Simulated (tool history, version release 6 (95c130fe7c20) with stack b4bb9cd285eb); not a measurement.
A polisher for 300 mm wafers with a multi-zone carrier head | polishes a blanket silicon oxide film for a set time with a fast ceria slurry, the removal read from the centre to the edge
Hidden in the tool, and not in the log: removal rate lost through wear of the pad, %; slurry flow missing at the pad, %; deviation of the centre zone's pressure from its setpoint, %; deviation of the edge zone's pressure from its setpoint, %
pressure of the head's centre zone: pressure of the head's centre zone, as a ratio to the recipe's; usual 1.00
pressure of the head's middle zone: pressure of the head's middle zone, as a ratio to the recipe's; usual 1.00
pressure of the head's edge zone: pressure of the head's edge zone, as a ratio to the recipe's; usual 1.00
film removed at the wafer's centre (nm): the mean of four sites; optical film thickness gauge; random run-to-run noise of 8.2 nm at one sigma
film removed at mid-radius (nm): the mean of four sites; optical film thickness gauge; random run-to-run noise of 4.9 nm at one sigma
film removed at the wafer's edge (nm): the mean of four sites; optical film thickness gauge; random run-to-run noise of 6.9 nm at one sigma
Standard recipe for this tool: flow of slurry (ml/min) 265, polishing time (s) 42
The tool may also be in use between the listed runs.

| run | hour | flow of slurry (ml/min) | pressure of the head's centre zone | pressure of the head's middle zone | pressure of the head's edge zone | polishing time (s) | wafers since the last listed run | wafers polished on this pad | hours since the slurry nozzle was cleaned | hours since the centre zone pressure was calibrated | hours since the edge zone pressure was calibrated | hours since the carrier head's membrane was replaced | incoming thickness of the incoming film, nm | film removed at the wafer's centre (nm) | film removed at mid-radius (nm) | film removed at the wafer's edge (nm) |
|---|---|---|---|---|---|---|---|---|---|---|---|---|---|---|---|---|
| 1 | 0.0 | 265 | 1.00 | 1.00 | 1.00 | 46 | 0 | 407 | 69.9 | 840.6 | 596.0 | 1515.5 | 1627.7 | 654.4 | 730.6 | 703.1 |
| 2 | 29.7 | 265 | 1.00 | 1.00 | 1.00 | 42 | 415 | 822 | 99.6 | 870.3 | 625.7 | 1545.2 | 1645.7 | 617.4 | 667.6 | 626.4 |
| 3 | 82.2 | 265 | 1.00 | 1.00 | 1.00 | 42 | 733 | 1556 | 152.1 | 922.8 | 678.2 | 1597.7 | 1672.1 | 618.1 | 665.8 | 635.7 |
| 4 | 146.9 | 265 | 1.00 | 1.00 | 1.00 | 42 | 904 | 2460 | 216.8 | 987.5 | 742.9 | 1662.4 | 1663.4 | 617.0 | 663.8 | 641.1 |
|  | 218.8 | worn pad replaced by a new one |
| 5 | 225.6 | 265 | 1.00 | 1.00 | 1.00 | 42 | 1044 | 95 | 295.5 | 1066.2 | 821.6 | 1741.1 | 1696.2 | 600.5 | 663.4 | 634.4 |
|  | 234.3 | centre zone pressure recalibrated |
| 6 | 280.6 | 265 | 1.00 | 1.00 | 1.00 | 42 | 740 | 836 | 350.5 | 46.3 | 876.6 | 1796.1 | 1659.3 | 628.4 | 657.7 | 631.8 |
| 7 | 319.7 | 265 | 1.00 | 1.00 | 1.00 | 42 | 546 | 1382 | 389.6 | 85.4 | 915.7 | 1835.2 | 1675.4 | 635.2 | 664.9 | 633.4 |
|  | 343.3 | carrier head's membrane replaced by a new one |
| 8 | 368.0 | 265 | 1.00 | 1.00 | 1.00 | 42 | 605 | 1987 | 437.9 | 133.7 | 964.0 | 24.7 | 1655.4 | 645.2 | 659.7 | 631.4 |
| 9 | 412.2 | 265 | 1.00 | 1.00 | 1.00 | 42 | 617 | 2605 | 482.1 | 177.9 | 1008.2 | 68.9 | 1658.3 | 639.2 | 655.3 | 632.6 |
| 10 | 448.9 | 265 | 1.00 | 1.00 | 1.00 | 42 | 512 | 3118 | 518.8 | 214.6 | 1044.9 | 105.6 | 1653.0 | 622.5 | 660.3 | 645.6 |
|  | 465.3 | worn pad replaced by a new one |
| 11 | 506.0 | 265 | 0.93 | 1.00 | 1.11 | 35 | 742 | 569 | 575.9 | 271.7 | 1102.0 | 162.7 | 1647.4 | 480.4 | 542.3 | 552.6 |
| 12 | 561.6 | 265 | 1.00 | 1.00 | 1.00 | 42 | 777 | 1346 | 631.5 | 327.3 | 1157.6 | 218.3 | 1657.6 | 623.0 | 652.7 | 625.1 |
| 13 | 620.0 | 340 | 1.00 | 1.00 | 1.00 | 42 | 816 | 2162 | 689.9 | 385.7 | 1216.0 | 276.7 | 1660.4 | 649.8 | 665.6 | 629.5 |
|  | 630.5 | edge zone pressure recalibrated |
|  | 662.2 | slurry nozzle cleaned |
| 14 | 688.7 | 265 | 0.97 | 1.11 | 1.00 | 50 | 918 | 3080 | 26.5 | 454.4 | 58.2 | 345.4 | 1639.7 | 744.0 | 868.1 | 757.4 |
|  | 707.4 | worn pad replaced by a new one |
| 15 | 718.9 | 265 | 1.12 | 1.00 | 0.94 | 42 | 366 | 161 | 56.7 | 484.6 | 88.4 | 375.6 | 1669.3 | 713.5 | 672.6 | 615.4 |
| 16 | 764.0 | 265 | 1.00 | 1.00 | 1.00 | 42 | 630 | 791 | 101.8 | 529.7 | 133.5 | 420.7 | 1647.7 | 626.1 | 676.4 | 635.4 |
| 17 | 802.5 | 350 | 1.00 | 1.00 | 1.00 | 42 | 538 | 1329 | 140.3 | 568.2 | 172.0 | 459.2 | 1663.3 | 654.4 | 691.5 | 653.6 |
| 18 | 854.1 | 265 | 1.00 | 1.00 | 1.00 | 42 | 721 | 2050 | 191.9 | 619.8 | 223.6 | 510.8 | 1685.2 | 643.2 | 668.8 | 638.0 |
| 19 | 878.3 | 265 | 0.89 | 1.07 | 0.95 | 42 | 338 | 2389 | 216.1 | 644.0 | 247.8 | 535.0 | 1684.2 | 541.2 | 705.7 | 614.6 |
|  | 915.2 | worn pad replaced by a new one |
| 20 | 944.6 | 265 | 1.00 | 1.00 | 1.00 | 42 | 870 | 411 | 282.4 | 710.3 | 314.1 | 601.3 | 1656.8 | 633.3 | 669.5 | 637.3 |
| 21 | 971.6 | 295 | 1.00 | 1.11 | 0.90 | 42 | 377 | 788 | 309.4 | 737.3 | 341.1 | 628.3 | 1647.7 | 629.0 | 738.6 | 599.3 |

What would each run have given without the hidden state, its run-to-run variation left as it was?
| run | film removed at the wafer's centre (nm) | film removed at mid-radius (nm) | film removed at the wafer's edge (nm) |
|---|---|---|---|
| 1 | 686.5 | 732.5 | 704.6 |
| 2 | 649.8 | 669.6 | 627.9 |
| 3 | 654.8 | 668.4 | 637.7 |
| 4 | 659.5 | 667.3 | 643.8 |
| 5 | 649.9 | 668.8 | 638.4 |
| 6 | 636.7 | 664.9 | 637.0 |
| 7 | 645.3 | 673.6 | 639.7 |
| 8 | 658.2 | 670.4 | 639.1 |
| 9 | 654.9 | 668.1 | 641.9 |
| 10 | 640.5 | 675.3 | 656.6 |
| 11 | 498.2 | 557.7 | 564.4 |
| 12 | 652.1 | 675.8 | 641.6 |
| 13 | 680.4 | 688.1 | 645.6 |
| 14 | 753.4 | 868.1 | 757.4 |
| 15 | 723.6 | 672.8 | 615.5 |
| 16 | 637.0 | 676.8 | 635.8 |
| 17 | 667.5 | 692.0 | 654.1 |
| 18 | 659.4 | 670.2 | 639.1 |
| 19 | 556.3 | 707.6 | 615.9 |
| 20 | 655.7 | 672.8 | 639.7 |
| 21 | 652.9 | 742.5 | 601.7 |
